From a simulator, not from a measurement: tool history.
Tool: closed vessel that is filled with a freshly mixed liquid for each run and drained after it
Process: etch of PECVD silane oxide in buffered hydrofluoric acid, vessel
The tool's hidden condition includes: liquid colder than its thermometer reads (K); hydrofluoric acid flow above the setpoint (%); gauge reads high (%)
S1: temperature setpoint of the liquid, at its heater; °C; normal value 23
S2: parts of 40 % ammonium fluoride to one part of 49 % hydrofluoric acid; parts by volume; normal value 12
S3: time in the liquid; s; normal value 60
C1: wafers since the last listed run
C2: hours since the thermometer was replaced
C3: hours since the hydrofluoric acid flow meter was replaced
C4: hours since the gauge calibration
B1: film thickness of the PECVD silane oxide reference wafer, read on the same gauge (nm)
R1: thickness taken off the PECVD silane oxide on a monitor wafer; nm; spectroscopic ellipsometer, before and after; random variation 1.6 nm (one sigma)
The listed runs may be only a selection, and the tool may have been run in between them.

run	day	S1	S2	S3	C1	C2	C3	C4	B1	R1
1	0	23	12	65	0	1533.4	572.5	346.3	99.96	211.11
2	0.512	21.5	12	60	1383	1545.7	584.8	358.6	100.03	175.69
3	1.246	21.5	12	60	1980	1563.3	602.4	376.2	99.99	180.87
4	1.962	21.5	12	60	1935	1580.5	619.6	393.4	99.99	178.91
5	2.292	23	12	70	888	1588.4	627.5	401.3	99.99	228.11
6	2.975	23	12	70	1845	1604.8	643.9	417.7	100	227.41
7	3.446	23	12	70	1271	1616.1	655.2	429	99.99	228.75
8	4.117	23	12	60	1811	1632.2	671.3	445.1	100.02	193.96
9	4.7	23	12	60	1575	1646.2	685.3	459.1	99.97	193.1
10	5.162	23	14.5	60	1248	1657.3	696.4	470.2	100	161.07
11	5.45	23	14.5	60	776	1664.2	703.3	477.1	99.96	164.91
# day 5.8: gauge calibrated
12	6.521	23	14.5	60	2891	1689.9	729	17.3	99.99	161.37
13	6.788	23	12	60	720	1696.3	735.4	23.7	99.98	196.8
14	7.238	23	12	60	1215	1707.1	746.2	34.5	99.96	196.46
15	7.679	23	12	75	1192	1717.7	756.8	45.1	100.02	246.59
16	7.954	23	15	35	742	1724.3	763.4	51.7	100.02	93.37
17	8.642	18	16	95	1856	1740.8	779.9	68.2	99.97	180.66
# day 9.279: thermometer replaced
# day 9.708: hydrofluoric acid flow meter replaced
18	9.833	26	13.5	75	2992	13.3	3	96.8	100	273.33
19	10.225	23	12	60	1057	22.7	12.4	106.2	100.02	207.16
20	10.796	23	14.5	60	1541	36.4	26.1	119.9	99.98	173.78
21	11.238	23	15	70	1192	47	36.7	130.5	100.01	194.51
22	11.942	23	12	60	1901	63.9	53.6	147.4	100	211.15
23	12.417	27	10	50	1282	75.3	65	158.8	100.01	248.67
24	13	23	10	60	1575	89.3	79	172.8	99.98	239.2
# day 13.05: hydrofluoric acid flow meter replaced, repeated, since the last time left the tool worse
25	13.571	23	8.5	60	1428	103	12.5	186.5	100.03	247.65
26	14.054	23	12	60	1305	114.6	24.1	198.1	100.02	184.31
27	14.762	21	14	35	1912	131.6	41.1	215.1	99.99	81.21
28	15.117	19.5	16.5	60	956	140.1	49.6	223.6	99.99	109.91
29	15.796	21.5	16	75	1834	156.4	65.9	239.9	100.01	158.56
30	16.508	26	12	60	1924	173.5	83	257	99.98	215.21
31	16.758	26	10.5	60	675	179.5	89	263	100.01	245.68
32	17.425	23	16	60	1800	195.5	105	279	100.02	140.29

Entry by entry between the runs, the difference in hidden state between the last listed run before and the first listed run after:
Between runs 11 and 12: gauge calibrated (day 5.8)
  hydrofluoric acid flow above the setpoint (%): 7.91 -> 8.15
  what was measured, less what the result would be without the hidden state, R1: +11.86 -> +11.94 nm
Between runs 17 and 18: thermometer replaced (day 9.279); hydrofluoric acid flow meter replaced (day 9.708)
  hydrofluoric acid flow above the setpoint (%): 8.64 -> 14.9
  what was measured, less what the result would be without the hidden state, R1: +14.17 -> +34.65 nm
Between runs 24 and 25: hydrofluoric acid flow meter replaced, repeated, since the last time left the tool worse (day 13.05)
  hydrofluoric acid flow above the setpoint (%): 15.6 -> 0.344
  what was measured, less what the result would be without the hidden state, R1: +24.75 -> +0.92 nm

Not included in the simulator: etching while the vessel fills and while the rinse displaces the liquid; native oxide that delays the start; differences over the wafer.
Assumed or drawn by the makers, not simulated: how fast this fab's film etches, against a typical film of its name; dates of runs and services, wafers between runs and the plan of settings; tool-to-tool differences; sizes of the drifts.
